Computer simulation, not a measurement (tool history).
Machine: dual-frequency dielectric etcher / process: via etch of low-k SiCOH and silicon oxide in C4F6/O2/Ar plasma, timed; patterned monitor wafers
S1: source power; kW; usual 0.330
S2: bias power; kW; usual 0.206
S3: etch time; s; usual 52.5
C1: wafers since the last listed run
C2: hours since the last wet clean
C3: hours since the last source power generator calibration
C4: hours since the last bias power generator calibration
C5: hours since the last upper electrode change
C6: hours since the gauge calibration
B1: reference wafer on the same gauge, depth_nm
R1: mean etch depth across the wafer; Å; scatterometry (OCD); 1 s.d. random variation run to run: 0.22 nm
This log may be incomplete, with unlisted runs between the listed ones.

run,hour,S1,S2,S3,C1,C2,C3,C4,C5,C6,B1,R1
1,0.0,0.370,0.206,52.5,0,337.1,1746.0,1628.1,4014.6,74.4,146.0,1518
2,17.3,0.370,0.206,52.5,184,354.4,1763.3,1645.4,4031.9,91.7,146.0,1511
3,24.0,0.330,0.206,52.5,71,361.1,1770.0,1652.1,4038.6,98.4,146.0,1446
4,35.5,0.330,0.206,52.5,122,372.6,1781.5,1663.6,4050.1,109.9,145.9,1448
5,43.1,0.330,0.172,56.5,81,380.2,1789.1,1671.2,4057.7,117.5,146.0,1455
6,55.1,0.300,0.167,52.5,128,392.2,1801.1,1683.2,4069.7,129.5,146.0,1286
# hour 62.5: gauge calibrated
# hour 83.1: wet clean of the chamber
# hour 93.2: upper electrode replaced
7,93.7,0.300,0.167,52.5,48,10.6,1839.7,1721.8,0.5,31.2,146.0,1336
8,94.0,0.330,0.206,52.5,3,10.9,1840.0,1722.1,0.8,31.5,145.9,1495
9,94.3,0.330,0.206,52.5,3,11.2,1840.3,1722.4,1.1,31.8,146.0,1498
10,100.3,0.300,0.167,52.5,64,17.2,1846.3,1728.4,7.1,37.8,146.0,1336
# hour 116.7: bias power generator calibrated
# hour 125.7: source power generator calibrated
11,133.3,0.300,0.156,39.5,267,50.2,7.6,16.6,40.1,70.8,146.0,978
12,141.2,0.310,0.176,68.5,84,58.1,15.5,24.5,48.0,78.7,145.9,1792
13,157.1,0.330,0.206,52.5,169,74.0,31.4,40.4,63.9,94.6,146.0,1488
14,163.4,0.330,0.206,52.5,67,80.3,37.7,46.7,70.2,100.9,146.0,1486
# hour 172.5: gauge calibrated
15,173.7,0.380,0.206,52.5,110,90.6,48.0,57.0,80.5,1.2,146.0,1571
16,206.9,0.330,0.206,46.0,354,123.8,81.2,90.2,113.7,34.4,145.9,1296
17,218.8,0.250,0.227,38.0,127,135.7,93.1,102.1,125.6,46.3,145.9,992
18,231.1,0.330,0.206,42.5,131,148.0,105.4,114.4,137.9,58.6,146.0,1201

Alternative continuations, all from the tool just after run 18; predict every row:
A,231.5,0.330,0.234,52.5,4,148.4,105.8,114.8,138.3,59.0,?,?
B,231.5,0.270,0.239,52.5,4,148.4,105.8,114.8,138.3,59.0,?,?
C,231.5,0.390,0.206,52.5,4,148.4,105.8,114.8,138.3,59.0,?,?
D,231.5,0.330,0.206,68.0,4,148.4,105.8,114.8,138.3,59.0,?,?

run,B1,R1
A,146.0,1546
B,146.0,1437
C,146.0,1579
D,146.0,1912
Had the tool no hidden state, the same runs would have come out as:
run,R1
A,1558
B,1448
C,1591
D,1926

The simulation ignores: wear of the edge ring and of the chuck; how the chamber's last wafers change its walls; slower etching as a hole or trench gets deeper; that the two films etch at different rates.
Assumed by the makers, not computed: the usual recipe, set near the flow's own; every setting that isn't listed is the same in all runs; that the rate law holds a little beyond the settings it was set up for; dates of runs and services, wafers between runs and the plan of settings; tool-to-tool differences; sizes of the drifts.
